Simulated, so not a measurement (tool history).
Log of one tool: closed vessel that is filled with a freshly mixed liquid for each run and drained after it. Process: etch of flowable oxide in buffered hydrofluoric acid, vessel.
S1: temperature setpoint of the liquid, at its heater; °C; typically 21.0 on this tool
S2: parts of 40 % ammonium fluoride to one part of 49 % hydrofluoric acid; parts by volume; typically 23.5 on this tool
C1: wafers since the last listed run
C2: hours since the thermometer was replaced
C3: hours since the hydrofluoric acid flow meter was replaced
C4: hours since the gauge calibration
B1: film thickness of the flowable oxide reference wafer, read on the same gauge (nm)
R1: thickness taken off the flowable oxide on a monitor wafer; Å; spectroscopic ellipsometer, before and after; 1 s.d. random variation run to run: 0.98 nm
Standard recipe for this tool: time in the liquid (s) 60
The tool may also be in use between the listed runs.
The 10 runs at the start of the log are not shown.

run 11 hour=316.6 | S1=21.0 S2=23.5 time_in_the_liquid_(s)=60 | C1=3719 C2=3096.2 C3=43.4 C4=35.5 | B1=80.00 | R1=1494.3
run 12 hour=343.0 | S1=21.0 S2=23.5 time_in_the_liquid_(s)=60 | C1=3865 C2=3122.6 C3=69.8 C4=61.9 | B1=79.97 | R1=1504.4
run 13 hour=357.0 | S1=21.0 S2=23.5 time_in_the_liquid_(s)=60 | C1=2049 C2=3136.6 C3=83.8 C4=75.9 | B1=80.00 | R1=1515.5
run 14 hour=392.4 | S1=21.0 S2=23.5 time_in_the_liquid_(s)=60 | C1=5183 C2=3172.0 C3=119.2 C4=111.3 | B1=80.00 | R1=1511.3
run 15 hour=412.1 | S1=21.0 S2=23.5 time_in_the_liquid_(s)=60 | C1=2884 C2=3191.7 C3=138.9 C4=131.0 | B1=79.96 | R1=1513.6
-- hour=420.8 thermometer replaced
run 16 hour=429.4 | S1=21.0 S2=23.5 time_in_the_liquid_(s)=60 | C1=2386 C2=8.6 C3=156.2 C4=148.3 | B1=79.98 | R1=1281.6
run 17 hour=456.1 | S1=19.5 S2=20.5 time_in_the_liquid_(s)=45 | C1=3909 C2=35.3 C3=182.9 C4=175.0 | B1=80.00 | R1=970.3
run 18 hour=480.0 | S1=21.0 S2=23.5 time_in_the_liquid_(s)=60 | C1=3499 C2=59.2 C3=206.8 C4=198.9 | B1=80.03 | R1=1296.1
run 19 hour=507.3 | S1=21.0 S2=23.5 time_in_the_liquid_(s)=60 | C1=3997 C2=86.5 C3=234.1 C4=226.2 | B1=79.97 | R1=1284.5
run 20 hour=531.5 | S1=17.0 S2=16.0 time_in_the_liquid_(s)=70 | C1=3543 C2=110.7 C3=258.3 C4=250.4 | B1=80.05 | R1=1674.0
run 21 hour=561.0 | S1=22.5 S2=16.0 time_in_the_liquid_(s)=60 | C1=4319 C2=140.2 C3=287.8 C4=279.9 | B1=79.99 | R1=1934.7
run 22 hour=579.0 | S1=21.0 S2=23.5 time_in_the_liquid_(s)=60 | C1=2635 C2=158.2 C3=305.8 C4=297.9 | B1=80.01 | R1=1300.8
run 23 hour=594.1 | S1=21.0 S2=19.5 time_in_the_liquid_(s)=40 | C1=2211 C2=173.3 C3=320.9 C4=313.0 | B1=80.00 | R1=965.4
run 24 hour=608.6 | S1=21.0 S2=23.5 time_in_the_liquid_(s)=60 | C1=2123 C2=187.8 C3=335.4 C4=327.5 | B1=80.02 | R1=1294.8
run 25 hour=639.4 | S1=21.0 S2=23.5 time_in_the_liquid_(s)=60 | C1=4509 C2=218.6 C3=366.2 C4=358.3 | B1=80.01 | R1=1284.7
run 26 hour=652.9 | S1=18.5 S2=23.5 time_in_the_liquid_(s)=80 | C1=1976 C2=232.1 C3=379.7 C4=371.8 | B1=80.00 | R1=1508.9
run 27 hour=711.8 | S1=24.0 S2=18.5 time_in_the_liquid_(s)=60 | C1=8624 C2=291.0 C3=438.6 C4=430.7 | B1=79.96 | R1=1866.1
run 28 hour=724.2 | S1=24.0 S2=23.5 time_in_the_liquid_(s)=60 | C1=1815 C2=303.4 C3=451.0 C4=443.1 | B1=80.01 | R1=1532.0
run 29 hour=746.6 | S1=26.0 S2=23.5 time_in_the_liquid_(s)=50 | C1=3279 C2=325.8 C3=473.4 C4=465.5 | B1=80.04 | R1=1428.2
run 30 hour=782.1 | S1=25.0 S2=23.5 time_in_the_liquid_(s)=60 | C1=5198 C2=361.3 C3=508.9 C4=501.0 | B1=80.01 | R1=1618.7
run 31 hour=795.7 | S1=21.0 S2=23.5 time_in_the_liquid_(s)=60 | C1=1991 C2=374.9 C3=522.5 C4=514.6 | B1=79.97 | R1=1301.9
run 32 hour=829.5 | S1=21.0 S2=23.5 time_in_the_liquid_(s)=60 | C1=4949 C2=408.7 C3=556.3 C4=548.4 | B1=80.01 | R1=1312.3

Alternative continuations, all from the tool just after run 32; predict every row:
run A hour=830.2 | S1=21.0 S2=20.0 time_in_the_liquid_(s)=60 | C1=102 C2=409.4 C3=557.0 C4=549.1 | B1=? | R1=?
run B hour=830.2 | S1=24.5 S2=14.5 time_in_the_liquid_(s)=60 | C1=102 C2=409.4 C3=557.0 C4=549.1 | B1=? | R1=?
run C hour=830.2 | S1=26.0 S2=28.0 time_in_the_liquid_(s)=95 | C1=102 C2=409.4 C3=557.0 C4=549.1 | B1=? | R1=?
run D hour=830.2 | S1=21.0 S2=23.5 time_in_the_liquid_(s)=30 | C1=102 C2=409.4 C3=557.0 C4=549.1 | B1=? | R1=?

run=A B1=80.02 R1=1463.4
run=B B1=80.02 R1=2434.5
run=C B1=80.02 R1=2418.4
run=D B1=80.02 R1=654.7
The same runs, with their run-to-run variation unchanged, on a tool lacking any hidden condition would have given:
run=A R1=1423.2
run=B R1=2369.3
run=C R1=2353.7
run=D R1=636.7
